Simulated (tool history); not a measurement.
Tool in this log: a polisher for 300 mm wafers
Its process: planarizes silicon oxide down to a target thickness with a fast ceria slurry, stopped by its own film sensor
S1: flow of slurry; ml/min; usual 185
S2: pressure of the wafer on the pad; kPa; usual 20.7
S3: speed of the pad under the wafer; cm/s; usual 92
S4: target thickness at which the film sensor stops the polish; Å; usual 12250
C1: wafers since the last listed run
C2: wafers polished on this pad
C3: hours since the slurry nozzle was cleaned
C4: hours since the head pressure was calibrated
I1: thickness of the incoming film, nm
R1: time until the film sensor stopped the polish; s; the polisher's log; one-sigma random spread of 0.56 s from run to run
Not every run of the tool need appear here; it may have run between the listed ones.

{"run": 1, "hour": 0.0, "S1": 185, "S2": 20.7, "S3": 92, "S4": 12250, "C1": 0, "C2": 367, "C3": 474.5, "C4": 1091.4, "I1": 2059.3, "R1": 48.7}
{"run": 2, "hour": 11.6, "S1": 185, "S2": 20.7, "S3": 80, "S4": 14190, "C1": 124, "C2": 492, "C3": 486.1, "C4": 1103.0, "I1": 2080.1, "R1": 45.4}
{"run": 3, "hour": 26.6, "S1": 185, "S2": 20.7, "S3": 80, "S4": 14190, "C1": 160, "C2": 652, "C3": 501.1, "C4": 1118.0, "I1": 2060.0, "R1": 43.3}
{"run": 4, "hour": 46.1, "S1": 135, "S2": 20.7, "S3": 92, "S4": 12250, "C1": 208, "C2": 861, "C3": 520.6, "C4": 1137.5, "I1": 2055.8, "R1": 50.1}
{"run": 5, "hour": 61.4, "S1": 185, "S2": 20.7, "S3": 92, "S4": 13240, "C1": 163, "C2": 1025, "C3": 535.9, "C4": 1152.8, "I1": 2051.9, "R1": 42.6}
{"run": 6, "hour": 76.9, "S1": 185, "S2": 20.7, "S3": 92, "S4": 13240, "C1": 166, "C2": 1191, "C3": 551.4, "C4": 1168.3, "I1": 2050.9, "R1": 42.5}
{"run": 7, "hour": 83.4, "S1": 185, "S2": 20.7, "S3": 92, "S4": 13240, "C1": 69, "C2": 1261, "C3": 557.9, "C4": 1174.8, "I1": 2046.3, "R1": 42.2}
{"run": 8, "hour": 91.3, "S1": 185, "S2": 20.7, "S3": 92, "S4": 12250, "C1": 84, "C2": 1346, "C3": 565.8, "C4": 1182.7, "I1": 2037.8, "R1": 46.8}
{"hour": 99.2, "done": "worn pad replaced by a new one"}
{"run": 9, "hour": 105.9, "S1": 185, "S2": 20.7, "S3": 92, "S4": 12250, "C1": 113, "C2": 72, "C3": 580.4, "C4": 1197.3, "I1": 2047.3, "R1": 47.3}
{"run": 10, "hour": 119.1, "S1": 185, "S2": 20.7, "S3": 92, "S4": 12250, "C1": 141, "C2": 213, "C3": 593.6, "C4": 1210.5, "I1": 2060.2, "R1": 48.9}
{"run": 11, "hour": 129.2, "S1": 185, "S2": 20.7, "S3": 92, "S4": 12250, "C1": 108, "C2": 321, "C3": 603.7, "C4": 1220.6, "I1": 2029.6, "R1": 46.9}
{"run": 12, "hour": 141.9, "S1": 185, "S2": 20.7, "S3": 92, "S4": 12250, "C1": 136, "C2": 457, "C3": 616.4, "C4": 1233.3, "I1": 2035.6, "R1": 47.0}
{"run": 13, "hour": 158.5, "S1": 185, "S2": 20.7, "S3": 92, "S4": 12250, "C1": 177, "C2": 635, "C3": 633.0, "C4": 1249.9, "I1": 2073.3, "R1": 49.5}
{"run": 14, "hour": 169.8, "S1": 185, "S2": 20.7, "S3": 92, "S4": 12250, "C1": 121, "C2": 756, "C3": 644.3, "C4": 1261.2, "I1": 2056.4, "R1": 48.8}
{"run": 15, "hour": 181.9, "S1": 185, "S2": 20.7, "S3": 92, "S4": 12250, "C1": 129, "C2": 886, "C3": 656.4, "C4": 1273.3, "I1": 2048.8, "R1": 47.7}
{"run": 16, "hour": 193.8, "S1": 185, "S2": 20.7, "S3": 92, "S4": 12250, "C1": 127, "C2": 1014, "C3": 668.3, "C4": 1285.2, "I1": 2025.9, "R1": 47.0}
{"run": 17, "hour": 200.1, "S1": 185, "S2": 20.7, "S3": 92, "S4": 12250, "C1": 67, "C2": 1081, "C3": 674.6, "C4": 1291.5, "I1": 2025.6, "R1": 46.3}
{"run": 18, "hour": 213.2, "S1": 185, "S2": 20.7, "S3": 92, "S4": 12250, "C1": 140, "C2": 1221, "C3": 687.7, "C4": 1304.6, "I1": 2055.8, "R1": 47.8}
{"hour": 217.9, "done": "worn pad replaced by a new one"}
{"run": 19, "hour": 226.7, "S1": 185, "S2": 20.7, "S3": 92, "S4": 12250, "C1": 101, "C2": 93, "C3": 701.2, "C4": 1318.1, "I1": 1999.2, "R1": 45.2}
{"hour": 229.0, "done": "head pressure recalibrated"}
{"run": 20, "hour": 238.8, "S1": 125, "S2": 14.5, "S3": 78, "S4": 9600, "C1": 108, "C2": 202, "C3": 713.3, "C4": 9.8, "I1": 2048.9, "R1": 104.9}
{"run": 21, "hour": 253.6, "S1": 185, "S2": 26.2, "S3": 112, "S4": 12250, "C1": 158, "C2": 360, "C3": 728.1, "C4": 24.6, "I1": 2024.6, "R1": 28.4}
{"hour": 302.9, "done": "head pressure recalibrated, repeated, since the last time left the tool worse"}
{"run": 22, "hour": 305.6, "S1": 185, "S2": 20.7, "S3": 92, "S4": 11350, "C1": 535, "C2": 896, "C3": 780.1, "C4": 2.7, "I1": 2035.4, "R1": 57.5}

Estimate the outcome of run 23 from the log above:
{"run": 23, "hour": 314.4, "S1": 185, "S2": 13.8, "S3": 60, "S4": 12250, "C1": 94, "C2": 990, "C3": 788.9, "C4": 11.5, "I1": 2043.4, "R1": "?"}

R1: 117.8 s
The same run, on a tool lacking any hidden state, would have yielded R1 119.7 s.
